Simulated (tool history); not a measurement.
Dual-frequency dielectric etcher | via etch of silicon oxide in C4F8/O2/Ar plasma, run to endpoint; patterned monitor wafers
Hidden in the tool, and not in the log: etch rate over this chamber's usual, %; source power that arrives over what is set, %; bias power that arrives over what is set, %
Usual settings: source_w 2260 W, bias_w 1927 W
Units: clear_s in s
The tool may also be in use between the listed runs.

| run | hour | source_w | bias_w | wafers since the last listed run | hours since the last wet clean | hours since the last source power generator calibration | hours since the last bias power generator calibration | hours since the last upper electrode change | incoming incoming film thickness, nm | clear_s |
|---|---|---|---|---|---|---|---|---|---|---|
| 1 | 0 | 2260 | 1927 | 0 | 201.9 | 1868.7 | 953 | 3378.4 | 1382.8 | 279.1 |
| 2 | 40.9 | 2260 | 1927 | 227 | 242.8 | 1909.6 | 993.9 | 3419.3 | 1372.8 | 279.4 |
| 3 | 142.9 | 2260 | 1927 | 567 | 344.8 | 2011.6 | 1095.9 | 3521.3 | 1388 | 281.1 |
| 4 | 202.9 | 2260 | 1927 | 333 | 404.8 | 2071.6 | 1155.9 | 3581.3 | 1368.6 | 282.5 |
|  | 308.1 | wet clean of the chamber |
| 5 | 308.6 | 1970 | 2252 | 454 | 0.5 | 2177.3 | 1261.6 | 3687 | 1384.8 | 296.8 |
| 6 | 391.8 | 2260 | 1927 | 462 | 83.7 | 2260.5 | 1344.8 | 3770.2 | 1388.3 | 292.6 |
| 7 | 492.5 | 2260 | 1927 | 560 | 184.4 | 2361.2 | 1445.5 | 3870.9 | 1376.5 | 292.1 |
| 8 | 540.6 | 2260 | 1927 | 267 | 232.5 | 2409.3 | 1493.6 | 3919 | 1374.7 | 294.4 |
| 9 | 602.7 | 2260 | 1927 | 345 | 294.6 | 2471.4 | 1555.7 | 3981.1 | 1370.6 | 293.4 |
|  | 670.7 | wet clean of the chamber, repeated, since the last time left the tool worse |
| 10 | 698.4 | 2260 | 1927 | 399 | 27.7 | 2567.1 | 1651.4 | 4076.8 | 1385.4 | 281.8 |
|  | 725.1 | source power generator calibrated |
| 11 | 767.2 | 2260 | 1927 | 360 | 96.5 | 42.1 | 1720.2 | 4145.6 | 1373.1 | 271.5 |
|  | 826.2 | bias power generator calibrated |
| 12 | 841.4 | 2260 | 1927 | 390 | 170.7 | 116.3 | 15.2 | 4219.8 | 1370.6 | 280.4 |
|  | 888.4 | upper electrode replaced |
| 13 | 888.9 | 2810 | 2218 | 130 | 218.2 | 163.8 | 62.7 | 0.5 | 1390.5 | 244.2 |
| 14 | 986.5 | 2260 | 1927 | 543 | 315.8 | 261.4 | 160.3 | 98.1 | 1384.1 | 281.4 |
|  | 1069.8 | wet clean of the chamber |
| 15 | 1078.9 | 2620 | 1713 | 380 | 9.1 | 353.8 | 252.7 | 190.5 | 1378.8 | 264.4 |
| 16 | 1131.9 | 1950 | 1927 | 294 | 62.1 | 406.8 | 305.7 | 243.5 | 1385.7 | 301 |
| 17 | 1201.5 | 2260 | 1521 | 387 | 131.7 | 476.4 | 375.3 | 313.1 | 1390.1 | 297.1 |
| 18 | 1282.9 | 1790 | 1759 | 452 | 213.1 | 557.8 | 456.7 | 394.5 | 1386.6 | 321.1 |
| 19 | 1372.9 | 1900 | 1790 | 500 | 303.1 | 647.8 | 546.7 | 484.5 | 1389.2 | 310.3 |
| 20 | 1467.7 | 1810 | 1708 | 527 | 397.9 | 742.6 | 641.5 | 579.3 | 1390.8 | 328.9 |
| 21 | 1533.4 | 2010 | 2132 | 365 | 463.6 | 808.3 | 707.2 | 645 | 1389.9 | 294.4 |
|  | 1581.5 | wet clean of the chamber |
| 22 | 1621.2 | 2680 | 2239 | 355 | 39.7 | 896.1 | 795 | 732.8 | 1371.1 | 244.2 |
| 23 | 1713.5 | 1890 | 1927 | 513 | 132 | 988.4 | 887.3 | 825.1 | 1387.2 | 306.4 |

The same runs without the tool's hidden state, with the same run-to-run variation:
| run | clear_s |
|---|---|
| 1 | 275.3 |
| 2 | 274.9 |
| 3 | 274.9 |
| 4 | 275.3 |
| 5 | 282.5 |
| 6 | 277 |
| 7 | 274.9 |
| 8 | 276.2 |
| 9 | 274.2 |
| 10 | 281.9 |
| 11 | 270.5 |
| 12 | 278.2 |
| 13 | 241.6 |
| 14 | 276.8 |
| 15 | 265.5 |
| 16 | 301.2 |
| 17 | 296.1 |
| 18 | 318.6 |
| 19 | 306.3 |
| 20 | 322.8 |
| 21 | 287.8 |
| 22 | 243.8 |
| 23 | 304.4 |
